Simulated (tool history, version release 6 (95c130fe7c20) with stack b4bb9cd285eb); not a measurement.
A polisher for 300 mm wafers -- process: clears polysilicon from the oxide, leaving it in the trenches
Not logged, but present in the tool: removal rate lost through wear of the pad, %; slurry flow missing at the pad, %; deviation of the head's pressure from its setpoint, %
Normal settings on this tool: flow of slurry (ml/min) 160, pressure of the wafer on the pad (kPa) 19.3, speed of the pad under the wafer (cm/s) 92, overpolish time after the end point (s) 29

run,day,flow of slurry (ml/min),pressure of the wafer on the pad (kPa),speed of the pad under the wafer (cm/s),overpolish time after the end point (s),wafers since the last listed run,wafers polished on this pad,hours since the slurry nozzle was cleaned,hours since the head pressure was calibrated,"incoming thickness of the incoming film, nm",time until the end point was called (s)
1,0.000,160,13.8,92,29,0,4527,393.0,581.7,491.1,53.5
# day 1.296: worn pad replaced by a new one
# day 3.850: slurry nozzle cleaned
2,3.971,160,19.3,100,29,1025,718,2.9,677.0,494.0,37.3
3,7.971,160,19.3,100,29,1090,1808,98.9,773.0,497.2,36.7
4,10.812,145,19.3,92,29,774,2582,167.1,841.2,492.9,40.1
5,12.412,145,19.3,92,29,436,3018,205.5,879.6,504.5,40.3
6,15.375,145,19.3,92,29,807,3826,276.6,950.7,497.4,38.8
7,19.371,160,19.3,92,29,1089,4915,372.5,1046.6,495.1,38.6
# day 20.779: worn pad replaced by a new one
# day 22.238: slurry nozzle cleaned
8,22.567,160,19.3,92,29,814,475,7.9,1123.3,491.8,38.6
9,25.742,160,19.3,92,29,865,1341,84.1,1199.5,508.5,39.0
10,30.229,160,19.3,92,42,1223,2564,191.8,1307.2,505.0,39.8
11,32.529,160,19.3,92,42,626,3191,247.0,1362.4,508.6,38.6
# day 33.129: head pressure recalibrated
12,36.188,160,21.4,70,29,974,4165,334.8,73.4,499.1,43.5
# day 39.338: slurry nozzle cleaned
13,39.462,160,19.3,92,40,881,5046,3.0,152.0,503.2,35.6
# day 40.004: worn pad replaced by a new one
14,43.304,160,19.3,92,40,1001,899,95.2,244.2,502.2,35.9
15,46.842,160,19.3,92,29,964,1863,180.1,329.1,505.3,35.9
16,49.000,160,19.3,92,29,588,2451,231.9,380.9,501.4,35.4
17,53.058,190,15.9,112,41,1106,3558,329.3,478.3,494.2,33.9
# day 56.712: head pressure recalibrated, repeated, since the last time left the tool worse
18,57.379,120,23.4,68,45,1154,4712,433.0,16.0,494.0,46.8
# day 57.871: worn pad replaced by a new one
19,59.467,125,19.3,92,39,523,435,483.1,66.1,501.9,43.1
# day 61.000: slurry nozzle cleaned
20,63.083,160,19.3,92,14,974,1409,50.0,152.9,499.7,41.1
21,67.262,160,13.1,108,43,1138,2548,150.3,253.2,503.9,50.3
22,68.825,200,19.3,104,29,425,2974,187.8,290.7,499.7,35.2
23,70.667,160,19.3,116,29,501,3476,232.0,334.9,499.0,31.3
24,73.238,160,13.1,108,43,700,4176,293.7,396.6,501.2,50.0
25,75.608,160,19.3,92,29,646,4822,350.6,453.5,491.3,41.1
# day 78.050: worn pad replaced by a new one
# day 80.588: slurry nozzle cleaned
26,85.029,160,23.4,64,23,2510,1890,106.6,679.6,501.7,49.5
27,88.496,195,19.3,92,29,944,2835,189.8,762.8,498.6,39.2
28,90.588,160,12.4,92,33,570,3405,240.0,813.0,498.6,61.5
29,93.338,160,19.3,92,29,749,4154,306.0,879.0,508.0,41.1
30,95.367,160,22.1,92,14,553,4707,354.7,927.7,508.3,36.4
# day 96.471: worn pad replaced by a new one
31,99.075,160,19.3,92,17,965,709,443.7,1016.7,505.5,39.6

Alternative continuations, all from the tool just after run 31; predict every row:
A,99.092,160,19.3,92,29,4,713,444.1,1017.1,491.2,?
B,99.092,160,25.5,108,29,4,713,444.1,1017.1,491.2,?
C,99.092,160,13.1,70,29,4,713,444.1,1017.1,491.2,?
D,99.092,160,15.9,70,29,4,713,444.1,1017.1,491.2,?

run,time until the end point was called (s)
A,39.8
B,26.0
C,75.0
D,62.9
With the hidden condition removed and each run's random variation left untouched, the same runs would have given:
run,time until the end point was called (s)
A,41.2
B,27.0
C,77.7
D,65.1

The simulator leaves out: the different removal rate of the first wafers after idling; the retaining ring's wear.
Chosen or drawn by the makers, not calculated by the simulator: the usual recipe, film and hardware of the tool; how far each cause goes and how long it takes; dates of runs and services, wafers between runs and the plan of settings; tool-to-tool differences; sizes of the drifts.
